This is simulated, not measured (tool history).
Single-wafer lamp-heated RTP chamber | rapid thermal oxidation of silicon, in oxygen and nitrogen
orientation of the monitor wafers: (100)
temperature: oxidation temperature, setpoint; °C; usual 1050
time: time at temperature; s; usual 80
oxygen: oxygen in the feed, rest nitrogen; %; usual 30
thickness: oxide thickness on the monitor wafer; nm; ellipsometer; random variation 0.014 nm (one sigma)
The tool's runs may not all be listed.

run	hour	temperature	time	oxygen	read-back reference wafer on the same gauge, thickness	thickness
1	0	1067	80	30	6.744	7.129
2	56.9	1050	80	30	6.74	6.398
3	143.4	1050	80	30	6.741	6.424
4	175.7	1050	80	30	6.743	6.441
5	197	1050	80	30	6.745	6.492
6	228.4	1050	80	30	6.738	6.484
# hour 250.9: pyrometer window cleaned and pyrometer calibrated
7	251.4	1050	80	30	6.741	6.349
8	271.6	1050	95	17	6.743	5.629
9	297.1	1050	95	17	6.74	5.67
10	310	1050	95	17	6.744	5.68
11	338.1	1050	105	30	6.741	7.19
12	373.3	1050	105	30	6.738	7.235
13	389.3	1050	105	30	6.743	7.25
14	424.6	1050	80	30	6.74	6.459
15	454	1050	80	30	6.742	6.466
16	484.8	1050	80	30	6.745	6.454
17	507.9	1050	80	30	6.745	6.476
18	520	1050	80	30	6.74	6.495
19	538	1050	80	51	6.739	7.853
# hour 572.2: pyrometer window cleaned and pyrometer calibrated
20	572.7	1076	59	30	6.743	6.578
21	595.9	1050	80	53	6.742	7.792
22	623.8	1076	119	52	6.739	11.044
23	645.3	1031	106	30	6.74	6.361
24	665	1062	104	53	6.74	9.553
25	687.7	1033	51	30	6.746	4.742
26	703.2	1050	80	57	6.741	8.072
27	729.2	1050	80	30	6.743	6.423
28	759	1050	80	30	6.741	6.437
# hour 771.4: oxygen flow controller replaced
29	771.9	1067	80	30	6.735	7.199
30	783.4	1040	96	17	6.743	5.388
# hour 792.1: gauge calibrated
31	812.2	1071	99	17	6.745	6.705
# hour 830.5: pyrometer window cleaned and pyrometer calibrated
32	830.9	1060	65	57	6.746	7.765
33	912.2	1050	80	30	6.745	6.418
34	936	1032	101	18	6.739	5.29
35	968.7	1076	59	30	6.741	6.681
36	994	1022	102	17	6.741	4.906
37	1025.2	1050	96	21	6.743	6.188
38	1045.4	1050	80	17	6.738	5.349
39	1059.5	1050	47	17	6.746	4.304

3 ways to go on from here, each from the tool as it stands after run 39. What would each give?
A	1059.9	1050	80	20	?	?
B	1059.9	1050	63	18	?	?
C	1059.9	1041	111	17	?	?

run	read-back reference wafer on the same gauge, thickness	thickness
A	6.741	5.634
B	6.741	4.912
C	6.741	5.792
Without the tool's hidden state the same runs would have given:
run	thickness
A	5.52
B	4.816
C	5.674
